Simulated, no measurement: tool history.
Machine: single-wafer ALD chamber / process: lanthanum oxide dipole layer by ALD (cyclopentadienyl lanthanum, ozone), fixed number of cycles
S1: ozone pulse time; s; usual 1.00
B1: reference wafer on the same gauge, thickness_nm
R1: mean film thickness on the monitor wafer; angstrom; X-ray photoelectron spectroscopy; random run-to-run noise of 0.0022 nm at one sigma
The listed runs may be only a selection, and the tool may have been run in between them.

{"run": 1, "hour": 0.0, "S1": 1.2, "B1": 0.544, "R1": 4.68}
{"run": 2, "hour": 13.1, "S1": 1.09, "B1": 0.543, "R1": 4.43}
{"run": 3, "hour": 43.3, "S1": 1.09, "B1": 0.542, "R1": 4.45}
{"hour": 63.5, "done": "gauge calibrated"}
{"run": 4, "hour": 69.9, "S1": 0.73, "B1": 0.544, "R1": 3.56}
{"run": 5, "hour": 92.5, "S1": 0.73, "B1": 0.543, "R1": 3.56}
{"run": 6, "hour": 123.5, "S1": 1.17, "B1": 0.543, "R1": 4.53}
{"run": 7, "hour": 135.8, "S1": 1.0, "B1": 0.543, "R1": 4.27}
{"run": 8, "hour": 158.5, "S1": 1.0, "B1": 0.543, "R1": 4.21}
{"hour": 183.9, "done": "showerhead replaced"}
{"run": 9, "hour": 184.4, "S1": 1.0, "B1": 0.544, "R1": 4.18}
{"hour": 213.6, "done": "ozone generator serviced"}
{"run": 10, "hour": 214.1, "S1": 1.0, "B1": 0.543, "R1": 4.66}
{"run": 11, "hour": 223.0, "S1": 1.0, "B1": 0.543, "R1": 4.69}
{"run": 12, "hour": 240.4, "S1": 1.0, "B1": 0.542, "R1": 4.66}
{"run": 13, "hour": 253.5, "S1": 1.13, "B1": 0.543, "R1": 4.83}
{"run": 14, "hour": 281.7, "S1": 1.27, "B1": 0.542, "R1": 5.02}
{"hour": 308.2, "done": "thermocouple changed; heater temperature recalibrated"}
{"run": 15, "hour": 309.7, "S1": 0.66, "B1": 0.543, "R1": 3.77}
{"run": 16, "hour": 340.2, "S1": 1.25, "B1": 0.543, "R1": 5.0}
{"run": 17, "hour": 359.3, "S1": 0.6, "B1": 0.542, "R1": 3.55}
{"hour": 363.3, "done": "gauge calibrated"}
{"run": 18, "hour": 379.3, "S1": 0.74, "B1": 0.543, "R1": 4.04}
{"run": 19, "hour": 413.5, "S1": 1.21, "B1": 0.543, "R1": 4.95}
{"run": 20, "hour": 442.7, "S1": 1.0, "B1": 0.543, "R1": 4.63}
{"run": 21, "hour": 456.7, "S1": 1.0, "B1": 0.543, "R1": 4.62}
{"run": 22, "hour": 488.2, "S1": 1.35, "B1": 0.543, "R1": 5.08}
{"run": 23, "hour": 505.2, "S1": 1.22, "B1": 0.542, "R1": 4.94}
{"run": 24, "hour": 520.2, "S1": 0.77, "B1": 0.542, "R1": 4.1}

Same runs, no hidden state in the tool, same run-to-run variation:
Hidden state at play: wafer temperature above the value expected at the setpoint (K); ozone dose above that of a generator just serviced (%); gauge reads high (%).
run=1 R1=5.00
run=2 R1=4.79
run=3 R1=4.83
run=4 R1=4.07
run=5 R1=4.09
run=6 R1=4.92
run=7 R1=4.74
run=8 R1=4.69
run=9 R1=4.67
run=10 R1=4.72
run=11 R1=4.74
run=12 R1=4.72
run=13 R1=4.88
run=14 R1=5.06
run=15 R1=3.84
run=16 R1=5.04
run=17 R1=3.63
run=18 R1=4.11
run=19 R1=4.99
run=20 R1=4.69
run=21 R1=4.68
run=22 R1=5.12
run=23 R1=4.99
run=24 R1=4.18
